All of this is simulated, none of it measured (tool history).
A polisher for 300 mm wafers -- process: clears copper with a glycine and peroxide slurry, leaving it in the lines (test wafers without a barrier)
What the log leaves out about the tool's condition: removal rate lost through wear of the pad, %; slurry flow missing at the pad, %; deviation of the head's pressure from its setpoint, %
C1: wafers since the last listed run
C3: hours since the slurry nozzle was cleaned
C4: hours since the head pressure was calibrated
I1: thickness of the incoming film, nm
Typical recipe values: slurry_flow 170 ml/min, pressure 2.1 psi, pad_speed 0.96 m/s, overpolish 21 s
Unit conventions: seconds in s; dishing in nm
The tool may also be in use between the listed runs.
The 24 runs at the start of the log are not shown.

{"hour": 554.2, "done": "worn pad replaced by a new one"}
{"run": 25, "hour": 576.1, "slurry_flow": 205, "pressure": 1.7, "pad_speed": 0.96, "overpolish": 14, "C1": 208, "wafers polished on this pad": 152, "C3": 159.2, "C4": 388.3, "I1": 547.2, "seconds": 144.1, "dishing": 28.5}
{"run": 26, "hour": 597.9, "slurry_flow": 170, "pressure": 1.8, "pad_speed": 0.96, "overpolish": 21, "C1": 151, "wafers polished on this pad": 304, "C3": 181, "C4": 410.1, "I1": 548.5, "seconds": 138.2, "dishing": 38.4}
{"run": 27, "hour": 629.6, "slurry_flow": 185, "pressure": 2.1, "pad_speed": 0.96, "overpolish": 14, "C1": 220, "wafers polished on this pad": 525, "C3": 212.7, "C4": 441.8, "I1": 545.7, "seconds": 120.8, "dishing": 31.8}
{"run": 28, "hour": 661.4, "slurry_flow": 215, "pressure": 2.1, "pad_speed": 1.08, "overpolish": 21, "C1": 221, "wafers polished on this pad": 746, "C3": 244.5, "C4": 473.6, "I1": 540.4, "seconds": 109.1, "dishing": 43.6}
{"hour": 669.4, "done": "slurry nozzle cleaned"}
{"run": 29, "hour": 695.2, "slurry_flow": 170, "pressure": 1.6, "pad_speed": 0.96, "overpolish": 21, "C1": 228, "wafers polished on this pad": 974, "C3": 25.8, "C4": 507.4, "I1": 539.7, "seconds": 151.6, "dishing": 36.1}
{"run": 30, "hour": 708.7, "slurry_flow": 215, "pressure": 2.1, "pad_speed": 1.06, "overpolish": 21, "C1": 94, "wafers polished on this pad": 1069, "C3": 39.3, "C4": 520.9, "I1": 553.7, "seconds": 113.1, "dishing": 43.3}
{"run": 31, "hour": 721.5, "slurry_flow": 170, "pressure": 2.1, "pad_speed": 0.96, "overpolish": 10, "C1": 89, "wafers polished on this pad": 1158, "C3": 52.1, "C4": 533.7, "I1": 540, "seconds": 127.1, "dishing": 24.6}
{"run": 32, "hour": 738.9, "slurry_flow": 170, "pressure": 2.1, "pad_speed": 0.84, "overpolish": 21, "C1": 121, "wafers polished on this pad": 1279, "C3": 69.5, "C4": 551.1, "I1": 541.4, "seconds": 129.2, "dishing": 39.7}
{"hour": 754.2, "done": "worn pad replaced by a new one"}
{"run": 33, "hour": 763.6, "slurry_flow": 200, "pressure": 2.7, "pad_speed": 1.1, "overpolish": 25, "C1": 144, "wafers polished on this pad": 65, "C3": 94.2, "C4": 575.8, "I1": 539.4, "seconds": 90.8, "dishing": 53.2}

Consider 5 possible next runs. They are alternatives, not a sequence: every one starts from the tool as it was left by run 33. What does each give?
{"run": "A", "hour": 764.1, "slurry_flow": 115, "pressure": 2.1, "pad_speed": 0.96, "overpolish": 21, "C1": 3, "wafers polished on this pad": 69, "C3": 94.7, "C4": 576.3, "I1": 553.7, "seconds": "?", "dishing": "?"}
{"run": "B", "hour": 764.1, "slurry_flow": 170, "pressure": 1.4, "pad_speed": 0.96, "overpolish": 21, "C1": 3, "wafers polished on this pad": 69, "C3": 94.7, "C4": 576.3, "I1": 553.7, "seconds": "?", "dishing": "?"}
{"run": "C", "hour": 764.1, "slurry_flow": 120, "pressure": 2.1, "pad_speed": 0.96, "overpolish": 32, "C1": 3, "wafers polished on this pad": 69, "C3": 94.7, "C4": 576.3, "I1": 553.7, "seconds": "?", "dishing": "?"}
{"run": "D", "hour": 764.1, "slurry_flow": 190, "pressure": 2.7, "pad_speed": 0.8, "overpolish": 25, "C1": 3, "wafers polished on this pad": 69, "C3": 94.7, "C4": 576.3, "I1": 553.7, "seconds": "?", "dishing": "?"}
{"run": "E", "hour": 764.1, "slurry_flow": 225, "pressure": 2.4, "pad_speed": 1.18, "overpolish": 12, "C1": 3, "wafers polished on this pad": 69, "C3": 94.7, "C4": 576.3, "I1": 553.7, "seconds": "?", "dishing": "?"}

run=A seconds=133.1 dishing=40.6
run=B seconds=168.1 dishing=34.3
run=C seconds=132.1 dishing=51.1
run=D seconds=111.6 dishing=50.4
run=E seconds=95.9 dishing=34.9
What these runs would have given with no unlogged condition in the tool:
run=A seconds=133.1 dishing=40.6
run=B seconds=168.1 dishing=34.3
run=C seconds=132.1 dishing=51.1
run=D seconds=111.6 dishing=50.4
run=E seconds=95.9 dishing=34.9
